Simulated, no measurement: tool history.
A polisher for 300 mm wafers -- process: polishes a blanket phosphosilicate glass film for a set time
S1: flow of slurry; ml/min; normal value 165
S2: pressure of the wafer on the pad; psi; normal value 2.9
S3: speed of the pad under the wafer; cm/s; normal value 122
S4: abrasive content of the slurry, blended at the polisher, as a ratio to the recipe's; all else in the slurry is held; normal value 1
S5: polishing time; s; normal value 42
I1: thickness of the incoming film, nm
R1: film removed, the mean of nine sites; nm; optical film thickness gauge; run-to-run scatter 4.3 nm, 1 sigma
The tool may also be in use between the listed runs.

run,hour,S1,S2,S3,S4,S5,I1,R1
1,0,165,2.9,122,1,42,3015.5,450.9
2,39.3,120,3.2,122,0.9,56,2971.4,610.1
# hour 86.7: worn pad replaced by a new one
3,96.6,165,2.4,142,1.25,42,2984.6,449.5
# hour 172.6: slurry blender recalibrated
4,179.7,165,2.9,148,1,42,2964.6,517.5
5,219.3,140,2.9,122,1,42,2988.4,456.3
6,277.5,165,2.9,122,1,42,3028.7,468
7,349.7,110,2.2,122,1.1,29,3032,238
8,402.3,165,3.8,122,1,42,2983,595
# hour 434.4: head pressure recalibrated
9,456.4,165,2.9,122,1.15,42,3008.5,472
10,554.5,165,2.9,122,1,42,3001.8,453.1
# hour 589.4: conditioning disc replaced and pad reconditioned
11,610.5,165,2.9,102,0.95,42,2979.9,405.2
# hour 645.6: worn pad replaced by a new one
12,693.7,165,3.7,122,1,42,3003.2,585.3
# hour 756.7: slurry nozzle cleaned
13,799.2,165,2.9,122,1,42,2991,467.3
14,857.1,165,2.9,122,0.75,42,2976.7,431.9

Run 15 comes next. What will it give?
# hour 872.1: slurry blender recalibrated
15,910.3,110,2.9,122,1,37,3017.2,?

R1: 384.5 nm
Minus the tool's unlogged condition, the same run would have read R1 358.1 nm.

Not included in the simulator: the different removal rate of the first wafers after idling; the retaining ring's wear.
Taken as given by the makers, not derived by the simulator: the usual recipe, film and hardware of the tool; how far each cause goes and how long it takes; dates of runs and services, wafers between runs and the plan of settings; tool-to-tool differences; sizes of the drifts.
